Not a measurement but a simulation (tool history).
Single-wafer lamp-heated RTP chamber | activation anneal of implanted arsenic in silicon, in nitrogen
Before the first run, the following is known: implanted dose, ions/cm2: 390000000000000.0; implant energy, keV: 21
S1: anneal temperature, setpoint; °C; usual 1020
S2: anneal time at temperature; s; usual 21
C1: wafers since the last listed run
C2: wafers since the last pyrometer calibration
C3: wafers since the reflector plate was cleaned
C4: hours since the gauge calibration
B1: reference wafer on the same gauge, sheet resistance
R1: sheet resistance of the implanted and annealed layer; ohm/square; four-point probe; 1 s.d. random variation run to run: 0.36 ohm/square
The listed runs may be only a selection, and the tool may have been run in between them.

{"run": 1, "hour": 0.0, "S1": 1020, "S2": 15, "C1": 0, "C2": 2715, "C3": 13636, "C4": 42.3, "B1": 223.07, "R1": 239.23}
{"run": 2, "hour": 34.3, "S1": 1020, "S2": 21, "C1": 357, "C2": 3072, "C3": 13993, "C4": 76.6, "B1": 223.04, "R1": 236.73}
{"run": 3, "hour": 46.9, "S1": 1020, "S2": 21, "C1": 131, "C2": 3203, "C3": 14124, "C4": 89.2, "B1": 223.07, "R1": 237.04}
{"run": 4, "hour": 74.2, "S1": 1020, "S2": 21, "C1": 284, "C2": 3488, "C3": 14409, "C4": 116.5, "B1": 223.11, "R1": 236.24}
{"run": 5, "hour": 92.8, "S1": 998, "S2": 21, "C1": 193, "C2": 3682, "C3": 14603, "C4": 135.1, "B1": 223.11, "R1": 238.95}
{"hour": 122.5, "done": "reflector plate cleaned"}
{"run": 6, "hour": 123.0, "S1": 998, "S2": 21, "C1": 231, "C2": 3913, "C3": 4, "C4": 165.3, "B1": 222.92, "R1": 239.39}
{"run": 7, "hour": 147.3, "S1": 998, "S2": 21, "C1": 253, "C2": 4166, "C3": 258, "C4": 189.6, "B1": 222.88, "R1": 238.53}
{"hour": 167.3, "done": "pyrometer window cleaned and pyrometer calibrated"}
{"run": 8, "hour": 168.0, "S1": 995, "S2": 21, "C1": 132, "C2": 7, "C3": 390, "C4": 210.3, "B1": 223.05, "R1": 240.14}
{"hour": 181.3, "done": "gauge calibrated"}
{"run": 9, "hour": 196.2, "S1": 1020, "S2": 21, "C1": 293, "C2": 301, "C3": 684, "C4": 14.9, "B1": 222.99, "R1": 237.81}

Run 10 has not been measured yet. What should we expect?
{"run": 10, "hour": 216.3, "S1": 1044, "S2": 12, "C1": 209, "C2": 510, "C3": 893, "C4": 35.0, "B1": "?", "R1": "?"}

{"run 10": {"B1": 222.96, "R1": 237.29}}
With the hidden condition absent and the run-to-run variation left alone, this run would have shown R1 237.31 ohm/square.
